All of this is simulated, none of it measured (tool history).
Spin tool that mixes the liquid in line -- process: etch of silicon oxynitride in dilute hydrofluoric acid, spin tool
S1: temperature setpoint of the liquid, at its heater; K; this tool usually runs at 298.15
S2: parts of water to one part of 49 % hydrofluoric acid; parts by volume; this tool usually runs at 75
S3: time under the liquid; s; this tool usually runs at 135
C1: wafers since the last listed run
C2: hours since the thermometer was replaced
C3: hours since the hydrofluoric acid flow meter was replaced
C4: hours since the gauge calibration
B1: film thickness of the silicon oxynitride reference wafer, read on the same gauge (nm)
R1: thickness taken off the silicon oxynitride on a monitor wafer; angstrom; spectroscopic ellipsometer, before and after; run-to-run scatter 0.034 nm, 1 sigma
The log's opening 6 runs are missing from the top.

Run 7, day 7.942: usual settings but S2 60 parts by volume; C1 395; C2 2731.2; C3 718.2; C4 876.5; B1 140.00. Result: R1 77.6 angstrom.
Run 8, day 9.183: usual settings but S2 60 parts by volume; C1 346; C2 2761.0; C3 748.0; C4 906.3; B1 140.00. Result: R1 78.1 angstrom.
Run 9, day 10.071: usual settings but S2 45 parts by volume; C1 247; C2 2782.3; C3 769.3; C4 927.6; B1 140.00. Result: R1 104.7 angstrom.
Run 10, day 10.625: usual settings; C1 154; C2 2795.6; C3 782.6; C4 940.9; B1 140.03. Result: R1 61.2 angstrom.
Run 11, day 11.838: usual settings but S1 299.65 K; C1 338; C2 2824.7; C3 811.7; C4 970.0; B1 139.99. Result: R1 65.5 angstrom.
Run 12, day 12.462: usual settings but S1 299.65 K; C1 174; C2 2839.7; C3 826.7; C4 985.0; B1 140.00. Result: R1 66.0 angstrom.
Run 13, day 16.725: usual settings but S1 300.15 K, S2 95 parts by volume; C1 1188; C2 2942.0; C3 929.0; C4 1087.3; B1 140.03. Result: R1 52.4 angstrom.
Run 14, day 17.796: usual settings; C1 298; C2 2967.7; C3 954.7; C4 1113.0; B1 140.02. Result: R1 61.7 angstrom.
Run 15, day 18.558: usual settings but S1 300.65 K, S2 40 parts by volume, S3 185 s; C1 212; C2 2986.0; C3 973.0; C4 1131.3; B1 140.02. Result: R1 184.6 angstrom.
Run 16, day 19.379: usual settings but S2 50 parts by volume; C1 228; C2 3005.7; C3 992.7; C4 1151.0; B1 139.97. Result: R1 94.8 angstrom.
Run 17, day 20.588: usual settings but S1 302.65 K, S2 100 parts by volume, S3 170 s; C1 336; C2 3034.7; C3 1021.7; C4 1180.0; B1 140.02. Result: R1 69.9 angstrom.
Run 18, day 21.254: usual settings; C1 185; C2 3050.7; C3 1037.7; C4 1196.0; B1 140.02. Result: R1 61.9 angstrom.
At day 22.267: thermometer replaced.
Run 19, day 22.438: usual settings but S1 302.65 K, S2 45 parts by volume, S3 170 s; C1 318; C2 4.1; C3 1066.1; C4 1224.4; B1 140.00. Result: R1 175.5 angstrom.
Run 20, day 23.733: usual settings but S3 160 s; C1 361; C2 35.2; C3 1097.2; C4 1255.5; B1 139.98. Result: R1 77.7 angstrom.
At day 24.117: gauge calibrated.
At day 24.683: hydrofluoric acid flow meter replaced.
Run 21, day 24.838: usual settings but S2 65 parts by volume; C1 296; C2 61.7; C3 3.7; C4 17.3; B1 139.99. Result: R1 76.8 angstrom.
Run 22, day 25.871: usual settings but S1 303.15 K; C1 288; C2 86.5; C3 28.5; C4 42.1; B1 139.99. Result: R1 82.2 angstrom.
Run 23, day 26.533: usual settings but S1 293.65 K, S2 95 parts by volume, S3 175 s; C1 184; C2 102.4; C3 44.4; C4 58.0; B1 139.98. Result: R1 53.1 angstrom.
Run 24, day 27.746: usual settings but S1 300.15 K; C1 338; C2 131.5; C3 73.5; C4 87.1; B1 139.98. Result: R1 71.7 angstrom.
Run 25, day 28.850: usual settings but S1 301.15 K, S2 110 parts by volume, S3 55 s; C1 307; C2 158.0; C3 100.0; C4 113.6; B1 140.02. Result: R1 20.1 angstrom.
Run 26, day 29.683: usual settings but S1 300.65 K, S2 55 parts by volume; C1 232; C2 178.0; C3 120.0; C4 133.6; B1 140.00. Result: R1 103.8 angstrom.

Forecast run 27:
At day 32.071: thermometer replaced, repeated, since the last time left the tool worse.
Run 27, day 32.150: usual settings but S2 90 parts by volume; C1 676; C2 1.9; C3 179.2; C4 192.8; B1 ?. Result: R1 ?.

{"run 27": {"B1": 140.0, "R1": 46.5}}
Take away the tool's hidden state, keep the run-to-run variation as it was, and the same run would have given R1 46.3 angstrom.
